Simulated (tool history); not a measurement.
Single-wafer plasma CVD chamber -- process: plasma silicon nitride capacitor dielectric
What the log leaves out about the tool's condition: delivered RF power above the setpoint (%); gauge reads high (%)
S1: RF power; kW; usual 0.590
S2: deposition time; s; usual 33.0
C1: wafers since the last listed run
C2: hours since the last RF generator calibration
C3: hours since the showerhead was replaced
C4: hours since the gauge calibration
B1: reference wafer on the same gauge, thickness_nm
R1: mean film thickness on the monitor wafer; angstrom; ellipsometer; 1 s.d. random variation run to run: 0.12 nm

run    hour     S1    S2    C1      C2      C3      C4      B1      R1
  1     0.0  0.590  33.0     0   360.4  4367.1   274.6  53.691  520.43
  2    52.1  0.630  33.0   912   412.5  4419.2   326.7  53.698  528.43
  3   149.1  0.630  33.0  1699   509.5  4516.2   423.7  53.712  526.47
  4   234.9  0.630  33.0  1503   595.3  4602.0   509.5  53.682  526.30
  5   328.0  0.505  31.7  1631   688.4  4695.1   602.6  53.721  479.94
  6   430.4  0.505  31.7  1794   790.8  4797.5   705.0  53.681  479.15
  7   482.9  0.505  31.7   919   843.3  4850.0   757.5  53.651  477.80
  8   535.3  0.590  33.0   918   895.7  4902.4   809.9  53.694  518.65
  9   616.6  0.590  33.0  1424   977.0  4983.7   891.2  53.716  514.98
 10   697.6  0.475  28.7  1419  1058.0  5064.7   972.2  53.687  427.52
 11   769.6  0.590  33.0  1261  1130.0  5136.7  1044.2  53.707  515.71
      844.1  -- showerhead replaced
 12   844.6  0.665  33.0  1173  1205.0     0.5  1119.2  53.689  528.21
 13   910.5  0.665  38.6  1154  1270.9    66.4  1185.1  53.716  621.19
 14   977.1  0.590  33.0  1166  1337.5   133.0  1251.7  53.693  514.19
     1018.9  -- RF generator calibrated
     1046.4  -- gauge calibrated
 15  1067.5  0.670  35.2  1443    48.6   223.4    21.1  53.697  575.46
 16  1159.8  0.590  33.0  1617   140.9   315.7   113.4  53.675  521.95
 17  1249.3  0.690  38.8  1568   230.4   405.2   202.9  53.719  636.33
 18  1328.6  0.705  34.8  1389   309.7   484.5   282.2  53.677  574.55
 19  1408.0  0.685  37.3  1391   389.1   563.9   361.6  53.698  608.46

3 ways to go on from here, each from the tool as it stands after run 19. What would each give?
  A  1408.4  0.590  37.5   7  389.5  564.3  362.0   ?   ?
  B  1408.4  0.550  36.6   7  389.5  564.3  362.0   ?   ?
  C  1408.4  0.695  28.7   7  389.5  564.3  362.0   ?   ?

run      B1      R1
  A  53.685  591.26
  B  53.685  567.79
  C  53.685  470.41
What these runs would have given with no unlogged condition in the tool:
run      R1
  A  595.58
  B  571.94
  C  473.84

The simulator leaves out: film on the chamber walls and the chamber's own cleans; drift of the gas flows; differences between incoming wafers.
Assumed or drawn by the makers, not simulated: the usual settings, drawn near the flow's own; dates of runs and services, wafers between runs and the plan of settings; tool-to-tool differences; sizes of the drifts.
